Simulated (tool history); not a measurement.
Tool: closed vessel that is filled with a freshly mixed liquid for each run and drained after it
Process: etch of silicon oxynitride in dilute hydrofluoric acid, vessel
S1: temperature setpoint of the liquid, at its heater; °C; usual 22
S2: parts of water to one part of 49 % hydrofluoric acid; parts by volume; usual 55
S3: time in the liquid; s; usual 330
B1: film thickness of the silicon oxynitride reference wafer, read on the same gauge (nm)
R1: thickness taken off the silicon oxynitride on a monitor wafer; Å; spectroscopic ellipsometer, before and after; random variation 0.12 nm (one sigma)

{"run": 1, "day": 0.0, "S1": 22, "S2": 55, "S3": 330, "B1": 149.98, "R1": 182.9}
{"run": 2, "day": 3.85, "S1": 22, "S2": 55, "S3": 330, "B1": 149.97, "R1": 182.7}
{"run": 3, "day": 5.646, "S1": 22, "S2": 55, "S3": 330, "B1": 150.01, "R1": 181.7}
{"run": 4, "day": 9.704, "S1": 22, "S2": 55, "S3": 330, "B1": 149.99, "R1": 184}
{"day": 11.512, "done": "thermometer replaced"}
{"run": 5, "day": 12.15, "S1": 22, "S2": 55, "S3": 330, "B1": 149.99, "R1": 180.3}
{"run": 6, "day": 13.871, "S1": 22, "S2": 55, "S3": 330, "B1": 149.99, "R1": 180.1}
{"run": 7, "day": 15.654, "S1": 22, "S2": 55, "S3": 330, "B1": 150, "R1": 178.3}
{"run": 8, "day": 17.958, "S1": 22, "S2": 55, "S3": 330, "B1": 149.98, "R1": 178.2}
{"run": 9, "day": 20.0, "S1": 22, "S2": 45, "S3": 465, "B1": 150.02, "R1": 311.8}
{"run": 10, "day": 23.725, "S1": 22, "S2": 45, "S3": 465, "B1": 149.99, "R1": 312.9}
{"run": 11, "day": 36.546, "S1": 22, "S2": 45, "S3": 465, "B1": 150.01, "R1": 308.8}
{"day": 37.221, "done": "gauge calibrated"}
{"run": 12, "day": 39.688, "S1": 22, "S2": 55, "S3": 330, "B1": 150, "R1": 175.8}
{"run": 13, "day": 42.058, "S1": 22, "S2": 55, "S3": 330, "B1": 150.01, "R1": 177.1}
{"run": 14, "day": 46.096, "S1": 22, "S2": 55, "S3": 330, "B1": 150.03, "R1": 175.3}
{"run": 15, "day": 48.533, "S1": 22, "S2": 55, "S3": 330, "B1": 149.99, "R1": 175.8}
{"run": 16, "day": 50.254, "S1": 22, "S2": 55, "S3": 330, "B1": 149.99, "R1": 174.8}
{"run": 17, "day": 53.321, "S1": 22, "S2": 55, "S3": 330, "B1": 150.01, "R1": 171.9}
{"run": 18, "day": 57.504, "S1": 24, "S2": 55, "S3": 330, "B1": 149.99, "R1": 190.2}
{"run": 19, "day": 61.208, "S1": 26.5, "S2": 55, "S3": 330, "B1": 149.99, "R1": 215.3}
{"run": 20, "day": 64.333, "S1": 20.5, "S2": 80, "S3": 330, "B1": 150, "R1": 108.4}
{"day": 66.275, "done": "thermometer replaced"}
{"run": 21, "day": 68.675, "S1": 22, "S2": 55, "S3": 330, "B1": 149.99, "R1": 172.4}
{"run": 22, "day": 71.571, "S1": 22, "S2": 30, "S3": 220, "B1": 150.02, "R1": 214.3}
{"run": 23, "day": 74.229, "S1": 17, "S2": 55, "S3": 505, "B1": 150.02, "R1": 205.5}
{"day": 76.925, "done": "hydrofluoric acid flow meter replaced"}
{"run": 24, "day": 85.883, "S1": 27, "S2": 30, "S3": 425, "B1": 149.99, "R1": 554}
{"run": 25, "day": 88.333, "S1": 22, "S2": 55, "S3": 175, "B1": 150.01, "R1": 96.9}
{"run": 26, "day": 92.5, "S1": 22, "S2": 55, "S3": 410, "B1": 149.99, "R1": 224.2}
{"run": 27, "day": 94.208, "S1": 18, "S2": 45, "S3": 505, "B1": 149.99, "R1": 271.6}
{"run": 28, "day": 96.996, "S1": 19.5, "S2": 55, "S3": 145, "B1": 149.98, "R1": 69.4}
{"run": 29, "day": 99.912, "S1": 26, "S2": 45, "S3": 185, "B1": 150, "R1": 150.2}
{"run": 30, "day": 102.242, "S1": 22, "S2": 55, "S3": 330, "B1": 150, "R1": 178.6}
{"day": 103.333, "done": "gauge calibrated"}
{"run": 31, "day": 106.658, "S1": 22, "S2": 55, "S3": 330, "B1": 149.98, "R1": 177}
{"run": 32, "day": 108.617, "S1": 22, "S2": 30, "S3": 220, "B1": 149.99, "R1": 219.6}
{"run": 33, "day": 112.596, "S1": 22, "S2": 25, "S3": 330, "B1": 150.02, "R1": 393.9}
{"day": 114.621, "done": "thermometer replaced"}
{"run": 34, "day": 116.742, "S1": 22, "S2": 55, "S3": 330, "B1": 150.01, "R1": 174.7}

Forecast each of these 3 alternatives for the next run:
{"run": "A", "day": 116.771, "S1": 22, "S2": 55, "S3": 330, "B1": "?", "R1": "?"}
{"run": "B", "day": 116.771, "S1": 19.5, "S2": 55, "S3": 490, "B1": "?", "R1": "?"}
{"run": "C", "day": 116.771, "S1": 18, "S2": 25, "S3": 195, "B1": "?", "R1": "?"}

run=A B1=150 R1=175
run=B B1=150 R1=229.5
run=C B1=150 R1=189.5
Without the tool's hidden state the same runs would have given:
run=A R1=182.5
run=B R1=239.3
run=C R1=197.3
